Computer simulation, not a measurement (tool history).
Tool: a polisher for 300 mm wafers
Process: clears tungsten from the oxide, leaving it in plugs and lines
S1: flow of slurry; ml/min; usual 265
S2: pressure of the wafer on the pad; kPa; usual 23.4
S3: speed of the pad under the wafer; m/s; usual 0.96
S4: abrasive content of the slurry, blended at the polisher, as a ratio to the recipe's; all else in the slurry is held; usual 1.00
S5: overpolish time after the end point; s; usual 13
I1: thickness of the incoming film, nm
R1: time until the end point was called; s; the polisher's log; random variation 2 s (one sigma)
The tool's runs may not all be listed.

Run 1, hour 0.0: usual settings but S4 1.10; I1 428.6. Result: R1 114.7 s.
At hour 13.7: worn pad replaced by a new one.
Run 2, hour 14.2: usual settings but S4 1.10; I1 438.2. Result: R1 125.3 s.
At hour 21.9: slurry nozzle cleaned.
Run 3, hour 24.9: usual settings but S4 0.75; I1 434.9. Result: R1 136.4 s.
Run 4, hour 40.6: usual settings; I1 434.7. Result: R1 130.4 s.
At hour 55.4: head pressure recalibrated.
Run 5, hour 57.6: usual settings but S2 16.5 kPa; I1 443.6. Result: R1 187.2 s.
Run 6, hour 67.5: usual settings; I1 433.6. Result: R1 132.8 s.
Run 7, hour 83.5: usual settings but S2 20.0 kPa, S5 18 s; I1 435.0. Result: R1 155.1 s.
Run 8, hour 91.8: usual settings but S3 0.76 m/s, S5 19 s; I1 434.1. Result: R1 178.2 s.
Run 9, hour 109.7: usual settings but S3 1.14 m/s; I1 434.0. Result: R1 115.0 s.
At hour 117.1: slurry tank refilled with fresh slurry and peroxide.
At hour 118.8: slurry blender recalibrated.
Run 10, hour 119.3: usual settings; I1 431.7. Result: R1 101.0 s.
Run 11, hour 128.9: usual settings but S1 310 ml/min, S2 16.5 kPa, S3 1.10 m/s, S4 0.90; I1 436.0. Result: R1 132.4 s.
At hour 149.6: worn pad replaced by a new one.
Run 12, hour 150.1: usual settings; I1 432.4. Result: R1 109.2 s.
Run 13, hour 158.2: usual settings but S3 0.68 m/s; I1 435.7. Result: R1 152.1 s.
Run 14, hour 172.6: usual settings but S2 31.0 kPa, S3 0.84 m/s, S4 0.85, S5 6 s; I1 433.2. Result: R1 101.2 s.
Run 15, hour 188.8: usual settings but S1 185 ml/min, S3 0.86 m/s, S4 1.20; I1 440.5. Result: R1 130.2 s.
Run 16, hour 206.4: usual settings but S1 350 ml/min, S2 15.9 kPa, S3 1.22 m/s, S5 20 s; I1 433.2. Result: R1 131.6 s.
Run 17, hour 214.1: usual settings; I1 441.5. Result: R1 122.2 s.
Run 18, hour 227.9: usual settings but S2 29.6 kPa, S3 0.64 m/s; I1 436.4. Result: R1 145.3 s.
Run 19, hour 243.6: usual settings but S1 175 ml/min, S4 1.30; I1 439.6. Result: R1 122.2 s.
Run 20, hour 255.5: usual settings but S5 9 s; I1 439.3. Result: R1 125.4 s.
Run 21, hour 269.5: usual settings but S2 28.3 kPa, S3 1.26 m/s, S4 0.80; I1 438.8. Result: R1 85.9 s.
Run 22, hour 279.2: usual settings but S2 20.7 kPa, S5 19 s; I1 432.5. Result: R1 144.1 s.
At hour 287.5: worn pad replaced by a new one.
Run 23, hour 288.0: usual settings; I1 433.6. Result: R1 127.8 s.
At hour 289.1: slurry tank refilled with fresh slurry and peroxide.
Run 24, hour 297.9: usual settings but S1 310 ml/min, S2 31.7 kPa, S4 1.20; I1 435.2. Result: R1 77.0 s.
Run 25, hour 310.3: usual settings but S2 28.3 kPa, S5 15 s; I1 441.8. Result: R1 96.9 s.
Run 26, hour 321.4: usual settings but S2 26.2 kPa, S3 0.62 m/s, S4 1.15; I1 438.2. Result: R1 154.0 s.

The same runs without the tool's hidden state, with the same run-to-run variation:
The hidden state here: removal rate lost through wear of the pad, %; slurry flow missing at the pad, %; deviation of the head's pressure from its setpoint, %; abrasive missing from the slurry, %; peroxide lost from the slurry, %.
run     R1
  1   95.8
  2  103.3
  3  111.9
  4  104.9
  5  148.1
  6  104.0
  7  119.5
  8  136.0
  9   86.0
 10   99.6
 11  129.0
 12  103.6
 13  142.7
 14   93.4
 15  117.5
 16  116.2
 17  106.9
 18  124.9
 19  102.7
 20  104.0
 21   70.1
 22  115.9
 23  101.6
 24   69.8
 25   87.0
 26  136.7

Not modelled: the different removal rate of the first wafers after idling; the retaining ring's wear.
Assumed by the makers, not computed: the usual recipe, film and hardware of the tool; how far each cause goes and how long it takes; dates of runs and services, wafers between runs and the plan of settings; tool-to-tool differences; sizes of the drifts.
